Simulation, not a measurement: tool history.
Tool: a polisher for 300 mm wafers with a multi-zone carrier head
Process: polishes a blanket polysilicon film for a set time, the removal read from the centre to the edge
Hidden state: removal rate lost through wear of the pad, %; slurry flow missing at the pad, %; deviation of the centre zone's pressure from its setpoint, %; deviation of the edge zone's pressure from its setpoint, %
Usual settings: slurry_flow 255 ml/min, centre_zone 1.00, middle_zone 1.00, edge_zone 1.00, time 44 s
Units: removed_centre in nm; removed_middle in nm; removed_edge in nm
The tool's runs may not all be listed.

run   hour  slurry_flow  centre_zone  middle_zone  edge_zone  time  wafers since the last listed run  wafers polished on this pad  hours since the slurry nozzle was cleaned  hours since the centre zone pressure was calibrated  hours since the edge zone pressure was calibrated  hours since the carrier head's membrane was replaced  incoming thickness of the incoming film, nm  removed_centre  removed_middle  removed_edge
  1    0.0          205         1.00         1.00       1.00    44                                 0                          131                                      832.9                                               1035.9                                              221.8                                                1376.3                                       2364.5           318.4           291.1         296.7
  2    7.3          205         1.00         1.00       1.00    44                                85                          217                                      840.2                                               1043.2                                              229.1                                                1383.6                                       2331.3           321.5           288.9         300.5
  3   23.6          205         1.00         1.00       1.00    44                               191                          409                                      856.5                                               1059.5                                              245.4                                                1399.9                                       2318.6           319.1           286.5         291.4
  4   35.2          255         1.00         1.00       0.96    44                               136                          545                                      868.1                                               1071.1                                              257.0                                                1411.5                                       2309.9           325.8           291.7         295.4
  5   51.7          255         1.00         1.00       1.00    44                               193                          739                                      884.6                                               1087.6                                              273.5                                                1428.0                                       2317.5           322.8           287.3         293.6
      56.6  -- worn pad replaced by a new one
  6   65.1          255         1.00         1.00       1.00    44                               110                          100                                      898.0                                               1101.0                                              286.9                                                1441.4                                       2330.1           329.7           293.4         303.3
      72.7  -- edge zone pressure recalibrated
  7   83.4          255         1.00         1.00       1.00    44                               191                          291                                      916.3                                               1119.3                                               10.7                                                1459.7                                       2312.4           326.9           294.9         300.6
  8   96.1          225         1.00         1.00       1.00    44                               149                          441                                      929.0                                               1132.0                                               23.4                                                1472.4                                       2302.8           323.5           287.7         293.9
      99.1  -- slurry nozzle cleaned
     105.5  -- centre zone pressure recalibrated
  9  113.2          225         1.00         1.00       1.00    44                               165                          606                                       14.1                                                  7.7                                               40.5                                                1489.5                                       2325.1           296.0           282.8         298.3
     123.4  -- carrier head's membrane replaced by a new one
 10  123.9          225         1.00         1.00       1.00    44                                66                          673                                       24.8                                                 18.4                                               51.2                                                   0.5                                       2341.9           294.1           284.6         289.1
     139.0  -- worn pad replaced by a new one
 11  139.5          255         1.00         1.00       0.92    44                               136                            6                                       40.4                                                 34.0                                               66.8                                                  16.1                                       2336.1           306.1           292.6         287.6
 12  153.6          255         1.00         1.00       1.00    44                               165                          171                                       54.5                                                 48.1                                               80.9                                                  30.2                                       2328.6           305.0           295.2         299.2
 13  161.3          255         1.00         0.93       1.00    44                                90                          262                                       62.2                                                 55.8                                               88.6                                                  37.9                                       2336.3           302.5           277.9         302.0
 14  174.7          190         1.00         0.89       0.89    44                               157                          419                                       75.6                                                 69.2                                              102.0                                                  51.3                                       2358.0           293.7           260.7         281.2
 15  181.8          255         1.00         1.00       1.00    44                                83                          503                                       82.7                                                 76.3                                              109.1                                                  58.4                                       2305.7           302.2           294.2         301.3
 16  191.6          180         1.00         1.03       1.10    58                               115                          618                                       92.5                                                 86.1                                              118.9                                                  68.2                                       2280.5           388.4           380.1         412.6
 17  201.6          255         1.09         1.00       1.00    32                               117                          735                                      102.5                                                 96.1                                              128.9                                                  78.2                                       2351.1           237.7           210.9         218.4
     210.2  -- worn pad replaced by a new one
 18  211.9          255         1.00         1.00       1.09    44                                74                           19                                      112.8                                                106.4                                              139.2                                                  88.5                                       2304.7           305.3           295.6         314.0
 19  226.3          255         0.91         0.97       1.09    44                               169                          188                                      127.2                                                120.8                                              153.6                                                 102.9                                       2331.6           282.0           287.9         316.8
 20  233.7          255         1.00         1.00       1.00    44                                86                          275                                      134.6                                                128.2                                              161.0                                                 110.3                                       2359.5           304.3           292.1         294.2

Hidden state or all else? Some run-to-run changes of removed_centre, split into what the settings, what came in and random variation would give without the hidden state, and what is left for the hidden state (with any gauge scatter that isn't in both results):
Run 8 -> 9: slurry nozzle cleaned, centre zone pressure recalibrated. removed_centre -27.5 nm: hidden state -28.4, all else +0.9.
Run 10 -> 11: slurry_flow 225 -> 255, edge_zone 1.00 -> 0.92, worn pad replaced by a new one. removed_centre +12.0 nm: hidden state +6.0, all else +6.0.
Run 15 -> 16: slurry_flow 255 -> 180, middle_zone 1.00 -> 1.03, edge_zone 1.00 -> 1.10, time 44 -> 58. removed_centre +86.2 nm: hidden state -0.4, all else +86.6.
Run 16 -> 17: slurry_flow 180 -> 255, centre_zone 1.00 -> 1.09, middle_zone 1.03 -> 1.00, edge_zone 1.10 -> 1.00, time 58 -> 32. removed_centre -150.7 nm: hidden state -1.5, all else -149.2.
